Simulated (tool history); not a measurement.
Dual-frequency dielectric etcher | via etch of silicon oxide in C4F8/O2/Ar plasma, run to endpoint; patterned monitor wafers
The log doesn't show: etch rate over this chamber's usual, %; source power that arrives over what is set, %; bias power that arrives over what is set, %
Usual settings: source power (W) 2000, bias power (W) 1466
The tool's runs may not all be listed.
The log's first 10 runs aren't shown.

run	hour	source power (W)	bias power (W)	wafers since the last listed run	hours since the last wet clean	hours since the last source power generator calibration	hours since the last bias power generator calibration	hours since the last upper electrode change	incoming incoming film thickness, nm	endpoint time (s)
11	138.4	1610	1368	49	640.0	3016.4	2769.5	3215.3	2181.5	527.4
12	152.5	2220	1678	44	654.1	3030.5	2783.6	3229.4	2143.9	418.8
13	163.0	2230	1466	32	664.6	3041.0	2794.1	3239.9	2188.7	443.8
# hour 191.2: wet clean of the chamber
14	191.7	2000	1466	14	0.5	3069.7	2822.8	3268.6	2166.0	458.2
15	192.1	2330	1263	1	0.9	3070.1	2823.2	3269.0	2175.3	457.1
16	204.6	2180	1711	39	13.4	3082.6	2835.7	3281.5	2191.9	428.3
# hour 270.6: upper electrode replaced
17	271.1	2000	1276	133	79.9	3149.1	2902.2	0.5	2191.8	496.8
18	271.5	2000	1212	1	80.3	3149.5	2902.6	0.9	2198.9	510.2
19	280.2	1720	1351	27	89.0	3158.2	2911.3	9.6	2187.4	520.5
20	294.1	2000	1466	43	102.9	3172.1	2925.2	23.5	2180.5	463.7
21	310.9	2000	1686	52	119.7	3188.9	2942.0	40.3	2183.3	441.1
22	317.9	2000	1816	21	126.7	3195.9	2949.0	47.3	2174.8	431.7
# hour 321.9: source power generator calibrated
# hour 324.8: bias power generator calibrated
23	332.4	1730	1832	23	141.2	10.5	7.6	61.8	2151.8	450.2
24	348.7	2220	1104	51	157.5	26.8	23.9	78.1	2185.4	497.8
25	358.9	2370	1692	31	167.7	37.0	34.1	88.3	2140.4	399.5
26	375.6	1810	1738	52	184.4	53.7	50.8	105.0	2185.8	461.1
27	381.8	1520	1581	19	190.6	59.9	57.0	111.2	2194.7	518.2
28	389.6	2000	1466	24	198.4	67.7	64.8	119.0	2189.3	469.4
29	400.6	2170	1636	34	209.4	78.7	75.8	130.0	2163.6	430.4
30	418.5	1800	1129	56	227.3	96.6	93.7	147.9	2174.0	541.8
31	428.6	1700	1156	31	237.4	106.7	103.8	158.0	2169.6	539.9
32	443.7	2000	1466	47	252.5	121.8	118.9	173.1	2185.8	469.1
33	459.4	2000	1669	49	268.2	137.5	134.6	188.8	2205.2	447.7
34	467.5	2000	1816	25	276.3	145.6	142.7	196.9	2157.3	428.8

Forecast each of these 5 alternatives for the next run:
A	468.0	2000	1466	1	276.8	146.1	143.2	197.4	2193.3	?
B	468.0	1750	1297	1	276.8	146.1	143.2	197.4	2193.3	?
C	468.0	1860	1598	1	276.8	146.1	143.2	197.4	2193.3	?
D	468.0	1810	1152	1	276.8	146.1	143.2	197.4	2193.3	?
E	468.0	2150	1466	1	276.8	146.1	143.2	197.4	2193.3	?

run	endpoint time (s)
A	466.6
B	518.1
C	466.8
D	533.4
E	452.1
Without the tool's hidden state the same runs would have given:
run	endpoint time (s)
A	466.6
B	518.1
C	466.8
D	533.4
E	452.1
